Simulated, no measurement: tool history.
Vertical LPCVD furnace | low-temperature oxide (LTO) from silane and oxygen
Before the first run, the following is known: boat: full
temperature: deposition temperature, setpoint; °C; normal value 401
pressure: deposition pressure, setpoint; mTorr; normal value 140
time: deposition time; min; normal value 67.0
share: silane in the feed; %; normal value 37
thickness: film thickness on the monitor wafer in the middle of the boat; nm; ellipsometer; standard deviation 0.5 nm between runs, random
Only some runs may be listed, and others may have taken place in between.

run   hour  temperature  pressure  time  share  read-back reference wafer on the same gauge, thickness  thickness
  1    0.0          401       160  59.0     37                                                  335.66     338.11
  2   24.5          401       160  59.0     37                                                  336.18     339.16
  3   42.2          401       140  67.0     35                                                  336.29     312.93
  4   66.5          401       140  67.0     35                                                  336.31     313.47
  5   77.5          401       140  67.0     37                                                  336.93     336.02
  6   90.7          401       140  67.0     37                                                  336.91     338.06
     116.5  -- silane flow controller replaced
  7  117.0          401       140  67.0     37                                                  337.22     338.08
  8  133.3          401       150  67.0     37                                                  337.54     361.70
     166.8  -- thermocouples replaced and temperature profile calibrated
     178.7  -- pressure gauge zeroed
  9  179.2          401       140  42.5     30                                                  338.17     160.92
 10  184.9          401       140  67.0     37                                                  337.89     337.57
 11  190.7          405       140  81.0     37                                                  338.00     426.95
     201.2  -- gauge calibrated
 12  204.0          401       165  74.0     42                                                  334.07     506.44
 13  223.5          401       140  88.5     37                                                  334.23     440.98
 14  232.9          401       140  67.0     37                                                  334.10     334.41
 15  249.5          401       165  41.0     43                                                  334.62     288.83
 16  268.0          401       140  55.0     41                                                  334.68     311.54
 17  278.4          401       140  67.0     37                                                  334.85     335.40

Consider 4 possible next runs. They are alternatives, not a sequence: every one starts from the tool as it was left by run 17. What does each give?
  A  284.2          401       140  67.0     37                                                       ?          ?
  B  284.2          407       115  49.5     30                                                       ?          ?
  C  284.2          395       140  40.5     34                                                       ?          ?
  D  284.2          401       110  67.0     40                                                       ?          ?

run  read-back reference wafer on the same gauge, thickness  thickness
  A                                                  334.69     334.42
  B                                                  334.69     163.23
  C                                                  334.69     168.62
  D                                                  334.69     289.28
Stripped of hidden state, with their random variation kept, the same runs would have yielded:
run  thickness
  A     333.52
  B     162.78
  C     168.16
  D     288.49
